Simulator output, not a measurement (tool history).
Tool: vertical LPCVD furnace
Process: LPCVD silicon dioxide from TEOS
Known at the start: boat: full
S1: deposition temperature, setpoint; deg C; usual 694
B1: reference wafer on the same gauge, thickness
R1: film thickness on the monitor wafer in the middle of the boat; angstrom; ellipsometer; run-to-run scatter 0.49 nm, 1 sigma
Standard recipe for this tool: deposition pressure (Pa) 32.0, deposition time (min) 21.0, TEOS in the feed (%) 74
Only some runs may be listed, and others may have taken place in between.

{"run": 1, "hour": 0.0, "S1": 694, "deposition pressure (Pa)": 32.0, "deposition time (min)": 21.0, "TEOS in the feed (%)": 74, "B1": 123.88, "R1": 1302.3}
{"run": 2, "hour": 12.3, "S1": 703, "deposition pressure (Pa)": 32.0, "deposition time (min)": 21.0, "TEOS in the feed (%)": 74, "B1": 123.89, "R1": 1588.3}
{"run": 3, "hour": 33.0, "S1": 703, "deposition pressure (Pa)": 32.0, "deposition time (min)": 21.0, "TEOS in the feed (%)": 74, "B1": 123.84, "R1": 1596.2}
{"run": 4, "hour": 67.2, "S1": 694, "deposition pressure (Pa)": 35.3, "deposition time (min)": 21.0, "TEOS in the feed (%)": 74, "B1": 123.89, "R1": 1371.8}
{"run": 5, "hour": 91.3, "S1": 694, "deposition pressure (Pa)": 35.3, "deposition time (min)": 21.0, "TEOS in the feed (%)": 74, "B1": 124.08, "R1": 1363.0}
{"run": 6, "hour": 123.0, "S1": 694, "deposition pressure (Pa)": 35.3, "deposition time (min)": 21.0, "TEOS in the feed (%)": 74, "B1": 123.93, "R1": 1360.3}
{"run": 7, "hour": 152.9, "S1": 694, "deposition pressure (Pa)": 32.0, "deposition time (min)": 21.0, "TEOS in the feed (%)": 71, "B1": 124.05, "R1": 1282.2}
{"run": 8, "hour": 183.8, "S1": 694, "deposition pressure (Pa)": 32.0, "deposition time (min)": 21.0, "TEOS in the feed (%)": 71, "B1": 124.15, "R1": 1274.8}
{"run": 9, "hour": 200.0, "S1": 694, "deposition pressure (Pa)": 32.0, "deposition time (min)": 21.0, "TEOS in the feed (%)": 74, "B1": 123.95, "R1": 1305.9}
{"run": 10, "hour": 221.7, "S1": 694, "deposition pressure (Pa)": 32.0, "deposition time (min)": 21.0, "TEOS in the feed (%)": 74, "B1": 124.09, "R1": 1299.9}
{"hour": 261.6, "done": "thermocouples replaced and temperature profile calibrated"}
{"hour": 276.9, "done": "TEOS flow controller replaced"}
{"run": 11, "hour": 277.4, "S1": 694, "deposition pressure (Pa)": 26.7, "deposition time (min)": 21.0, "TEOS in the feed (%)": 85, "B1": 123.97, "R1": 1148.2}
{"run": 12, "hour": 280.9, "S1": 694, "deposition pressure (Pa)": 26.7, "deposition time (min)": 21.0, "TEOS in the feed (%)": 85, "B1": 123.94, "R1": 1139.4}
{"run": 13, "hour": 300.3, "S1": 694, "deposition pressure (Pa)": 32.0, "deposition time (min)": 21.0, "TEOS in the feed (%)": 74, "B1": 123.88, "R1": 1163.5}
{"run": 14, "hour": 318.8, "S1": 694, "deposition pressure (Pa)": 32.0, "deposition time (min)": 21.0, "TEOS in the feed (%)": 74, "B1": 123.98, "R1": 1175.9}
{"run": 15, "hour": 334.9, "S1": 705, "deposition pressure (Pa)": 39.3, "deposition time (min)": 27.5, "TEOS in the feed (%)": 86, "B1": 124.15, "R1": 2393.5}
{"run": 16, "hour": 369.0, "S1": 694, "deposition pressure (Pa)": 32.0, "deposition time (min)": 21.0, "TEOS in the feed (%)": 74, "B1": 124.01, "R1": 1174.3}
{"hour": 405.3, "done": "gauge calibrated"}
{"run": 17, "hour": 421.9, "S1": 694, "deposition pressure (Pa)": 32.0, "deposition time (min)": 21.0, "TEOS in the feed (%)": 74, "B1": 123.98, "R1": 1185.5}
{"run": 18, "hour": 455.0, "S1": 705, "deposition pressure (Pa)": 39.3, "deposition time (min)": 27.5, "TEOS in the feed (%)": 86, "B1": 124.07, "R1": 2398.4}
{"run": 19, "hour": 478.1, "S1": 704, "deposition pressure (Pa)": 26.0, "deposition time (min)": 21.0, "TEOS in the feed (%)": 81, "B1": 124.05, "R1": 1413.9}
{"run": 20, "hour": 501.5, "S1": 694, "deposition pressure (Pa)": 32.0, "deposition time (min)": 21.0, "TEOS in the feed (%)": 74, "B1": 123.89, "R1": 1191.6}
{"run": 21, "hour": 516.5, "S1": 694, "deposition pressure (Pa)": 26.7, "deposition time (min)": 21.0, "TEOS in the feed (%)": 85, "B1": 124.0, "R1": 1164.0}
{"run": 22, "hour": 551.9, "S1": 694, "deposition pressure (Pa)": 32.0, "deposition time (min)": 21.0, "TEOS in the feed (%)": 74, "B1": 124.03, "R1": 1196.1}
{"run": 23, "hour": 586.8, "S1": 694, "deposition pressure (Pa)": 25.3, "deposition time (min)": 13.0, "TEOS in the feed (%)": 74, "B1": 123.93, "R1": 657.7}
{"hour": 648.0, "done": "pressure gauge zeroed"}
{"run": 24, "hour": 687.3, "S1": 699, "deposition pressure (Pa)": 32.0, "deposition time (min)": 23.5, "TEOS in the feed (%)": 74, "B1": 124.05, "R1": 1512.3}
{"run": 25, "hour": 703.3, "S1": 705, "deposition pressure (Pa)": 32.0, "deposition time (min)": 26.0, "TEOS in the feed (%)": 74, "B1": 124.0, "R1": 1921.6}
{"run": 26, "hour": 722.6, "S1": 704, "deposition pressure (Pa)": 26.0, "deposition time (min)": 21.0, "TEOS in the feed (%)": 81, "B1": 124.04, "R1": 1427.7}
{"run": 27, "hour": 803.4, "S1": 690, "deposition pressure (Pa)": 32.0, "deposition time (min)": 21.0, "TEOS in the feed (%)": 74, "B1": 123.94, "R1": 1091.7}
{"run": 28, "hour": 836.2, "S1": 694, "deposition pressure (Pa)": 32.0, "deposition time (min)": 24.0, "TEOS in the feed (%)": 74, "B1": 124.15, "R1": 1381.5}
{"run": 29, "hour": 864.3, "S1": 694, "deposition pressure (Pa)": 24.7, "deposition time (min)": 21.0, "TEOS in the feed (%)": 74, "B1": 123.95, "R1": 1053.5}
{"run": 30, "hour": 889.6, "S1": 703, "deposition pressure (Pa)": 24.7, "deposition time (min)": 25.5, "TEOS in the feed (%)": 74, "B1": 123.91, "R1": 1600.6}
{"hour": 916.7, "done": "gauge calibrated"}
{"run": 31, "hour": 925.2, "S1": 687, "deposition pressure (Pa)": 32.0, "deposition time (min)": 21.0, "TEOS in the feed (%)": 74, "B1": 124.11, "R1": 1023.0}

Run by run, hidden condition taken away, random variation retained:
What the log doesn't record here: true tube temperature minus thermocouple reading, K; true pressure minus gauge reading, mTorr; deviation of the TEOS flow from its setpoint, %; gauge reads high (%).
run=1 R1=1173.1
run=2 R1=1433.4
run=3 R1=1440.5
run=4 R1=1235.5
run=5 R1=1227.5
run=6 R1=1224.9
run=7 R1=1154.5
run=8 R1=1147.8
run=9 R1=1175.7
run=10 R1=1170.2
run=11 R1=1146.0
run=12 R1=1136.9
run=13 R1=1159.5
run=14 R1=1170.4
run=15 R1=2380.3
run=16 R1=1165.2
run=17 R1=1172.5
run=18 R1=2367.9
run=19 R1=1394.1
run=20 R1=1173.0
run=21 R1=1144.8
run=22 R1=1174.1
run=23 R1=644.3
run=24 R1=1474.3
run=25 R1=1872.4
run=26 R1=1389.8
run=27 R1=1057.7
run=28 R1=1336.8
run=29 R1=1018.2
run=30 R1=1546.1
run=31 R1=985.5
